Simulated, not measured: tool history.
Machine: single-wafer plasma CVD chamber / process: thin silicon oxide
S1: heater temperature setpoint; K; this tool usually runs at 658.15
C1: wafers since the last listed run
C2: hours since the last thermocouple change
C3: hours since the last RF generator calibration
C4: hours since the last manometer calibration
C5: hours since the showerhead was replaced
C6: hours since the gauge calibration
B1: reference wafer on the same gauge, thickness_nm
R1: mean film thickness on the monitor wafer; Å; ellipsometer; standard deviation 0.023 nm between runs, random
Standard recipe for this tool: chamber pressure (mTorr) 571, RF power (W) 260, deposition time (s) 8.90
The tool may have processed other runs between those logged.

Run 1, hour 0.0: usual settings; C1 0; C2 986.1; C3 1130.5; C4 2392.7; C5 6197.7; C6 106.0; B1 9.595. Result: R1 114.91 Å.
Run 2, hour 6.1: usual settings; C1 182; C2 992.2; C3 1136.6; C4 2398.8; C5 6203.8; C6 112.1; B1 9.601. Result: R1 114.86 Å.
Run 3, hour 16.0: usual settings; C1 296; C2 1002.1; C3 1146.5; C4 2408.7; C5 6213.7; C6 122.0; B1 9.604. Result: R1 115.04 Å.
Run 4, hour 25.7: usual settings but RF power (W) 295; C1 290; C2 1011.8; C3 1156.2; C4 2418.4; C5 6223.4; C6 131.7; B1 9.596. Result: R1 122.95 Å.
Run 5, hour 33.6: usual settings but RF power (W) 295; C1 236; C2 1019.7; C3 1164.1; C4 2426.3; C5 6231.3; C6 139.6; B1 9.602. Result: R1 122.68 Å.
Run 6, hour 44.1: usual settings; C1 314; C2 1030.2; C3 1174.6; C4 2436.8; C5 6241.8; C6 150.1; B1 9.603. Result: R1 114.97 Å.
Run 7, hour 58.9: usual settings; C1 443; C2 1045.0; C3 1189.4; C4 2451.6; C5 6256.6; C6 164.9; B1 9.595. Result: R1 114.86 Å.
Run 8, hour 69.4: usual settings; C1 314; C2 1055.5; C3 1199.9; C4 2462.1; C5 6267.1; C6 175.4; B1 9.597. Result: R1 115.25 Å.
Run 9, hour 80.9: usual settings; C1 344; C2 1067.0; C3 1211.4; C4 2473.6; C5 6278.6; C6 186.9; B1 9.600. Result: R1 114.90 Å.
Run 10, hour 91.5: usual settings; C1 317; C2 1077.6; C3 1222.0; C4 2484.2; C5 6289.2; C6 197.5; B1 9.601. Result: R1 115.12 Å.
At hour 111.2: capacitance manometer re-zeroed and calibrated.
Run 11, hour 111.7: usual settings; C1 365; C2 1097.8; C3 1242.2; C4 0.5; C5 6309.4; C6 217.7; B1 9.600. Result: R1 119.70 Å.
At hour 125.2: gauge calibrated.
At hour 125.3: RF generator calibrated.
Run 12, hour 125.8: usual settings; C1 182; C2 1111.9; C3 0.5; C4 14.6; C5 6323.5; C6 0.6; B1 9.599. Result: R1 120.11 Å.
Run 13, hour 137.0: usual settings; C1 335; C2 1123.1; C3 11.7; C4 25.8; C5 6334.7; C6 11.8; B1 9.607. Result: R1 120.18 Å.
Run 14, hour 146.6: usual settings but S1 654.15 K; C1 287; C2 1132.7; C3 21.3; C4 35.4; C5 6344.3; C6 21.4; B1 9.598. Result: R1 120.53 Å.
At hour 155.2: showerhead replaced.
At hour 166.8: thermocouple changed; heater temperature recalibrated.
At hour 169.3: capacitance manometer re-zeroed and calibrated, repeated, since the last time left the tool worse.
Run 15, hour 169.8: usual settings but S1 671.15 K, chamber pressure (mTorr) 686, RF power (W) 215; C1 142; C2 3.0; C3 44.5; C4 0.5; C5 14.6; C6 44.6; B1 9.599. Result: R1 115.17 Å.
Run 16, hour 177.0: usual settings but S1 648.15 K; C1 215; C2 10.2; C3 51.7; C4 7.7; C5 21.8; C6 51.8; B1 9.603. Result: R1 109.66 Å.
Run 17, hour 190.5: usual settings but S1 654.15 K, chamber pressure (mTorr) 532, RF power (W) 215, deposition time (s) 7.84; C1 404; C2 23.7; C3 65.2; C4 21.2; C5 35.3; C6 65.3; B1 9.603. Result: R1 79.73 Å.
Run 18, hour 201.4: usual settings but S1 669.15 K, deposition time (s) 7.71; C1 326; C2 34.6; C3 76.1; C4 32.1; C5 46.2; C6 76.2; B1 9.599. Result: R1 94.13 Å.
Run 19, hour 219.4: usual settings but chamber pressure (mTorr) 440; C1 539; C2 52.6; C3 94.1; C4 50.1; C5 64.2; C6 94.2; B1 9.603. Result: R1 84.46 Å.
Run 20, hour 227.4: usual settings; C1 239; C2 60.6; C3 102.1; C4 58.1; C5 72.2; C6 102.2; B1 9.600. Result: R1 109.62 Å.
Run 21, hour 241.5: usual settings; C1 422; C2 74.7; C3 116.2; C4 72.2; C5 86.3; C6 116.3; B1 9.603. Result: R1 109.63 Å.
Run 22, hour 286.6: usual settings but RF power (W) 235; C1 1351; C2 119.8; C3 161.3; C4 117.3; C5 131.4; C6 161.4; B1 9.599. Result: R1 103.51 Å.
Run 23, hour 294.3: usual settings but S1 666.15 K, chamber pressure (mTorr) 647, RF power (W) 290, deposition time (s) 7.72; C1 230; C2 127.5; C3 169.0; C4 125.0; C5 139.1; C6 169.1; B1 9.601. Result: R1 113.78 Å.
Run 24, hour 302.6: usual settings; C1 248; C2 135.8; C3 177.3; C4 133.3; C5 147.4; C6 177.4; B1 9.602. Result: R1 110.10 Å.

Here are 3 independent what-if runs from the current tool condition. What would each one return?
Run A, hour 303.0: usual settings; C1 11; C2 136.2; C3 177.7; C4 133.7; C5 147.8; C6 177.8; B1 ?. Result: R1 ?.
Run B, hour 303.0: usual settings but S1 671.15 K; C1 11; C2 136.2; C3 177.7; C4 133.7; C5 147.8; C6 177.8; B1 ?. Result: R1 ?.
Run C, hour 303.0: usual settings but chamber pressure (mTorr) 666, deposition time (s) 7.81; C1 11; C2 136.2; C3 177.7; C4 133.7; C5 147.8; C6 177.8; B1 ?. Result: R1 ?.

run     B1      R1
  A  9.606  110.30
  B  9.606  109.47
  C  9.606  112.64
With the hidden condition removed and each run's random variation left untouched, the same runs would have given:
run      R1
  A  109.43
  B  108.60
  C  111.78
